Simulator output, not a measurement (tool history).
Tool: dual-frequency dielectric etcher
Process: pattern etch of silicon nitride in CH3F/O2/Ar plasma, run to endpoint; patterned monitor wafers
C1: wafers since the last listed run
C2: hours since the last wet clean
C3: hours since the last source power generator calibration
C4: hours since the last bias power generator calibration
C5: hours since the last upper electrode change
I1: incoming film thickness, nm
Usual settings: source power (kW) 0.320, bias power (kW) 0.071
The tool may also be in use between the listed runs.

run 1 day=0.000 | source_power_(kW)=0.380 bias_power_(kW)=0.071 | C1=0 C2=299.4 C3=2596.6 C4=839.2 C5=3555.7 | I1=31.76 | endpoint_time_(s)=45.0
run 2 day=1.188 | source_power_(kW)=0.380 bias_power_(kW)=0.071 | C1=316 C2=327.9 C3=2625.1 C4=867.7 C5=3584.2 | I1=31.94 | endpoint_time_(s)=46.0
run 3 day=2.492 | source_power_(kW)=0.320 bias_power_(kW)=0.071 | C1=347 C2=359.2 C3=2656.4 C4=899.0 C5=3615.5 | I1=31.81 | endpoint_time_(s)=47.4
run 4 day=4.979 | source_power_(kW)=0.320 bias_power_(kW)=0.071 | C1=662 C2=418.9 C3=2716.1 C4=958.7 C5=3675.2 | I1=32.13 | endpoint_time_(s)=48.1
run 5 day=6.112 | source_power_(kW)=0.320 bias_power_(kW)=0.071 | C1=301 C2=446.1 C3=2743.3 C4=985.9 C5=3702.4 | I1=31.95 | endpoint_time_(s)=48.1
-- day=7.621 wet clean of the chamber
run 6 day=7.642 | source_power_(kW)=0.320 bias_power_(kW)=0.067 | C1=140 C2=0.5 C3=2780.0 C4=1022.6 C5=3739.1 | I1=32.00 | endpoint_time_(s)=49.6
run 7 day=7.842 | source_power_(kW)=0.320 bias_power_(kW)=0.067 | C1=53 C2=5.3 C3=2784.8 C4=1027.4 C5=3743.9 | I1=32.01 | endpoint_time_(s)=49.3
run 8 day=8.579 | source_power_(kW)=0.320 bias_power_(kW)=0.067 | C1=196 C2=23.0 C3=2802.5 C4=1045.1 C5=3761.6 | I1=32.14 | endpoint_time_(s)=48.9
run 9 day=10.038 | source_power_(kW)=0.320 bias_power_(kW)=0.071 | C1=388 C2=58.0 C3=2837.5 C4=1080.1 C5=3796.6 | I1=32.10 | endpoint_time_(s)=47.8
run 10 day=10.808 | source_power_(kW)=0.320 bias_power_(kW)=0.071 | C1=205 C2=76.5 C3=2856.0 C4=1098.6 C5=3815.1 | I1=32.11 | endpoint_time_(s)=48.3
run 11 day=12.225 | source_power_(kW)=0.320 bias_power_(kW)=0.071 | C1=377 C2=110.5 C3=2890.0 C4=1132.6 C5=3849.1 | I1=32.16 | endpoint_time_(s)=48.4
run 12 day=12.812 | source_power_(kW)=0.290 bias_power_(kW)=0.081 | C1=156 C2=124.6 C3=2904.1 C4=1146.7 C5=3863.2 | I1=32.04 | endpoint_time_(s)=47.2
run 13 day=16.221 | source_power_(kW)=0.290 bias_power_(kW)=0.081 | C1=907 C2=206.4 C3=2985.9 C4=1228.5 C5=3945.0 | I1=32.10 | endpoint_time_(s)=47.4
run 14 day=17.462 | source_power_(kW)=0.290 bias_power_(kW)=0.081 | C1=330 C2=236.2 C3=3015.7 C4=1258.3 C5=3974.8 | I1=31.86 | endpoint_time_(s)=45.7
-- day=17.762 source power generator calibrated
run 15 day=18.038 | source_power_(kW)=0.260 bias_power_(kW)=0.071 | C1=108 C2=250.0 C3=6.6 C4=1272.1 C5=3988.6 | I1=31.92 | endpoint_time_(s)=49.9
run 16 day=19.021 | source_power_(kW)=0.260 bias_power_(kW)=0.071 | C1=261 C2=273.6 C3=30.2 C4=1295.7 C5=4012.2 | I1=32.02 | endpoint_time_(s)=50.1
run 17 day=19.958 | source_power_(kW)=0.320 bias_power_(kW)=0.071 | C1=249 C2=296.1 C3=52.7 C4=1318.2 C5=4034.7 | I1=31.93 | endpoint_time_(s)=47.5
run 18 day=21.200 | source_power_(kW)=0.350 bias_power_(kW)=0.089 | C1=330 C2=325.9 C3=82.5 C4=1348.0 C5=4064.5 | I1=32.27 | endpoint_time_(s)=43.9
run 19 day=21.717 | source_power_(kW)=0.260 bias_power_(kW)=0.061 | C1=137 C2=338.3 C3=94.9 C4=1360.4 C5=4076.9 | I1=31.95 | endpoint_time_(s)=52.9
-- day=22.758 upper electrode replaced
run 20 day=24.954 | source_power_(kW)=0.320 bias_power_(kW)=0.071 | C1=595 C2=416.0 C3=172.6 C4=1438.1 C5=52.7 | I1=32.37 | endpoint_time_(s)=48.2
-- day=26.779 wet clean of the chamber
run 21 day=26.800 | source_power_(kW)=0.320 bias_power_(kW)=0.082 | C1=225 C2=0.5 C3=216.9 C4=1482.4 C5=97.0 | I1=32.40 | endpoint_time_(s)=46.3
run 22 day=27.567 | source_power_(kW)=0.300 bias_power_(kW)=0.071 | C1=204 C2=18.9 C3=235.3 C4=1500.8 C5=115.4 | I1=32.39 | endpoint_time_(s)=49.0
-- day=27.975 bias power generator calibrated
run 23 day=28.162 | source_power_(kW)=0.260 bias_power_(kW)=0.065 | C1=114 C2=33.2 C3=249.6 C4=4.5 C5=129.7 | I1=32.22 | endpoint_time_(s)=52.3
run 24 day=29.233 | source_power_(kW)=0.320 bias_power_(kW)=0.071 | C1=285 C2=58.9 C3=275.3 C4=30.2 C5=155.4 | I1=32.15 | endpoint_time_(s)=47.5
run 25 day=30.029 | source_power_(kW)=0.320 bias_power_(kW)=0.071 | C1=211 C2=78.0 C3=294.4 C4=49.3 C5=174.5 | I1=32.22 | endpoint_time_(s)=48.1
run 26 day=30.567 | source_power_(kW)=0.370 bias_power_(kW)=0.078 | C1=143 C2=90.9 C3=307.3 C4=62.2 C5=187.4 | I1=31.77 | endpoint_time_(s)=44.1
run 27 day=31.738 | source_power_(kW)=0.360 bias_power_(kW)=0.076 | C1=311 C2=119.0 C3=335.4 C4=90.3 C5=215.5 | I1=32.24 | endpoint_time_(s)=45.0
run 28 day=32.325 | source_power_(kW)=0.250 bias_power_(kW)=0.060 | C1=156 C2=133.1 C3=349.5 C4=104.4 C5=229.6 | I1=32.36 | endpoint_time_(s)=53.7
run 29 day=33.158 | source_power_(kW)=0.320 bias_power_(kW)=0.071 | C1=221 C2=153.1 C3=369.5 C4=124.4 C5=249.6 | I1=32.29 | endpoint_time_(s)=48.5
run 30 day=34.200 | source_power_(kW)=0.240 bias_power_(kW)=0.086 | C1=277 C2=178.1 C3=394.5 C4=149.4 C5=274.6 | I1=32.16 | endpoint_time_(s)=47.5
run 31 day=35.658 | source_power_(kW)=0.380 bias_power_(kW)=0.085 | C1=388 C2=213.1 C3=429.5 C4=184.4 C5=309.6 | I1=32.38 | endpoint_time_(s)=44.2
run 32 day=36.754 | source_power_(kW)=0.320 bias_power_(kW)=0.071 | C1=291 C2=239.4 C3=455.8 C4=210.7 C5=335.9 | I1=32.01 | endpoint_time_(s)=47.6
run 33 day=38.075 | source_power_(kW)=0.390 bias_power_(kW)=0.083 | C1=351 C2=271.1 C3=487.5 C4=242.4 C5=367.6 | I1=31.98 | endpoint_time_(s)=43.5
run 34 day=39.304 | source_power_(kW)=0.240 bias_power_(kW)=0.071 | C1=327 C2=300.6 C3=517.0 C4=271.9 C5=397.1 | I1=31.93 | endpoint_time_(s)=51.0

Forecast each of these 3 alternatives for the next run:
run A day=39.321 | source_power_(kW)=0.340 bias_power_(kW)=0.071 | C1=4 C2=301.0 C3=517.4 C4=272.3 C5=397.5 | I1=32.28 | endpoint_time_(s)=?
run B day=39.321 | source_power_(kW)=0.350 bias_power_(kW)=0.084 | C1=4 C2=301.0 C3=517.4 C4=272.3 C5=397.5 | I1=32.28 | endpoint_time_(s)=?
run C day=39.321 | source_power_(kW)=0.260 bias_power_(kW)=0.087 | C1=4 C2=301.0 C3=517.4 C4=272.3 C5=397.5 | I1=32.28 | endpoint_time_(s)=?

run=A endpoint_time_(s)=47.6
run=B endpoint_time_(s)=44.5
run=C endpoint_time_(s)=46.9
Without the tool's hidden state the same runs would have given:
run=A endpoint_time_(s)=47.6
run=B endpoint_time_(s)=44.5
run=C endpoint_time_(s)=46.9

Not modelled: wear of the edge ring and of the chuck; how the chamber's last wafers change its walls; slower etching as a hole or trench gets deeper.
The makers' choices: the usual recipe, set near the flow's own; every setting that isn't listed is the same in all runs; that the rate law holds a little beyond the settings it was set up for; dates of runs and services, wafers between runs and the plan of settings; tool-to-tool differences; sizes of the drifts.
